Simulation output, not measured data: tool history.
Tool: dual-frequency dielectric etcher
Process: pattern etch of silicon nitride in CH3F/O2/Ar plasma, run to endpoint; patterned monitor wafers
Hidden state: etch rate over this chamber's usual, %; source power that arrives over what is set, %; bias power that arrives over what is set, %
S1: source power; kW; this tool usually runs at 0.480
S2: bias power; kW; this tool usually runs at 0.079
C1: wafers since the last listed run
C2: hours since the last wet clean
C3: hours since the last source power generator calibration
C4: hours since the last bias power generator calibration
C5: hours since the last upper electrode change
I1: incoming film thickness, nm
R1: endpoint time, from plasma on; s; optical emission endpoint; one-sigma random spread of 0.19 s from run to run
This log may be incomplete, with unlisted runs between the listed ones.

run    hour     S1     S2    C1     C2      C3      C4      C5     I1    R1
  1     0.0  0.480  0.079     0  404.6  2425.1  1469.9  4429.5  25.24  35.1
       87.7  -- wet clean of the chamber
  2    88.2  0.480  0.079   604    0.5  2513.3  1558.1  4517.7  25.17  35.0
  3   130.6  0.440  0.079   399   42.9  2555.7  1600.5  4560.1  25.30  37.6
  4   173.2  0.480  0.079   401   85.5  2598.3  1643.1  4602.7  25.17  34.8
  5   199.9  0.480  0.079   251  112.2  2625.0  1669.8  4629.4  25.40  35.3
  6   267.0  0.480  0.079   631  179.3  2692.1  1736.9  4696.5  25.32  35.2
  7   316.7  0.480  0.079   468  229.0  2741.8  1786.6  4746.2  25.43  35.5
  8   367.2  0.480  0.079   475  279.5  2792.3  1837.1  4796.7  25.26  34.9
  9   435.0  0.480  0.079   638  347.3  2860.1  1904.9  4864.5  25.37  35.1
      558.5  -- wet clean of the chamber
 10   628.8  0.480  0.079  1598   70.3  3053.9  2098.7  5058.3  25.15  34.6
      647.4  -- source power generator calibrated
 11   693.2  0.550  0.079   568  134.7    45.8  2163.1  5122.7  25.55  34.2
 12   741.7  0.550  0.079   456  183.2    94.3  2211.6  5171.2  25.53  33.7
      802.5  -- upper electrode replaced
 13   806.4  0.550  0.079   383  247.9   159.0  2276.3     3.9  25.48  34.2
 14   848.0  0.480  0.079   391  289.5   200.6  2317.9    45.5  25.18  35.9
 15   877.2  0.480  0.079   274  318.7   229.8  2347.1    74.7  25.50  36.7
      916.5  -- bias power generator calibrated
     1062.0  -- wet clean of the chamber
 16  1068.5  0.510  0.090  1537    6.5   421.1   152.0   266.0  25.68  34.0
 17  1137.2  0.590  0.079   646   75.2   489.8   220.7   334.7  25.15  31.8
 18  1187.5  0.550  0.079   473  125.5   540.1   271.0   385.0  25.59  33.7
 19  1246.7  0.390  0.060   557  184.7   599.3   330.2   444.2  25.24  44.6
 20  1285.4  0.580  0.099   364  223.4   638.0   368.9   482.9  25.26  30.2
 21  1338.3  0.520  0.094   498  276.3   690.9   421.8   535.8  25.48  32.8
 22  1399.0  0.570  0.073   571  337.0   751.6   482.5   596.5  25.42  33.5
 23  1432.4  0.370  0.072   314  370.4   785.0   515.9   629.9  25.58  44.3
 24  1473.2  0.480  0.079   384  411.2   825.8   556.7   670.7  25.29  36.2
     1506.5  -- wet clean of the chamber
 25  1510.0  0.510  0.079   120    3.5   862.6   593.5   707.5  25.46  35.1
 26  1560.7  0.570  0.062   477   54.2   913.3   644.2   758.2  25.08  34.5
 27  1603.3  0.480  0.079   401   96.8   955.9   686.8   800.8  25.62  36.2
 28  1630.2  0.430  0.097   253  123.7   982.8   713.7   827.7  25.33  36.1
 29  1806.3  0.440  0.096  1658  299.8  1158.9   889.8  1003.8  25.53  36.0
 30  1859.1  0.450  0.079   497  352.6  1211.7   942.6  1056.6  25.59  38.1
 31  1910.0  0.560  0.064   479  403.5  1262.6   993.5  1107.5  25.44  34.8
     1948.3  -- wet clean of the chamber
 32  1970.5  0.480  0.096   343   22.2  1323.1  1054.0  1168.0  25.41  34.1
 33  2025.4  0.480  0.084   516   77.1  1378.0  1108.9  1222.9  25.14  34.8
 34  2075.4  0.480  0.089   470  127.1  1428.0  1158.9  1272.9  25.20  34.4
 35  2106.3  0.480  0.079   290  158.0  1458.9  1189.8  1303.8  25.34  35.8

Results per run with the tool's hidden condition removed, run-to-run variation unchanged:
run    R1
  1  36.1
  2  36.0
  3  38.7
  4  35.9
  5  36.4
  6  36.2
  7  36.6
  8  36.0
  9  36.2
 10  35.8
 11  34.2
 12  33.7
 13  34.2
 14  35.9
 15  36.8
 16  34.2
 17  32.0
 18  33.9
 19  44.8
 20  30.3
 21  33.0
 22  33.7
 23  44.6
 24  36.5
 25  35.4
 26  34.8
 27  36.5
 28  36.5
 29  36.4
 30  38.6
 31  35.3
 32  34.5
 33  35.2
 34  34.9
 35  36.3

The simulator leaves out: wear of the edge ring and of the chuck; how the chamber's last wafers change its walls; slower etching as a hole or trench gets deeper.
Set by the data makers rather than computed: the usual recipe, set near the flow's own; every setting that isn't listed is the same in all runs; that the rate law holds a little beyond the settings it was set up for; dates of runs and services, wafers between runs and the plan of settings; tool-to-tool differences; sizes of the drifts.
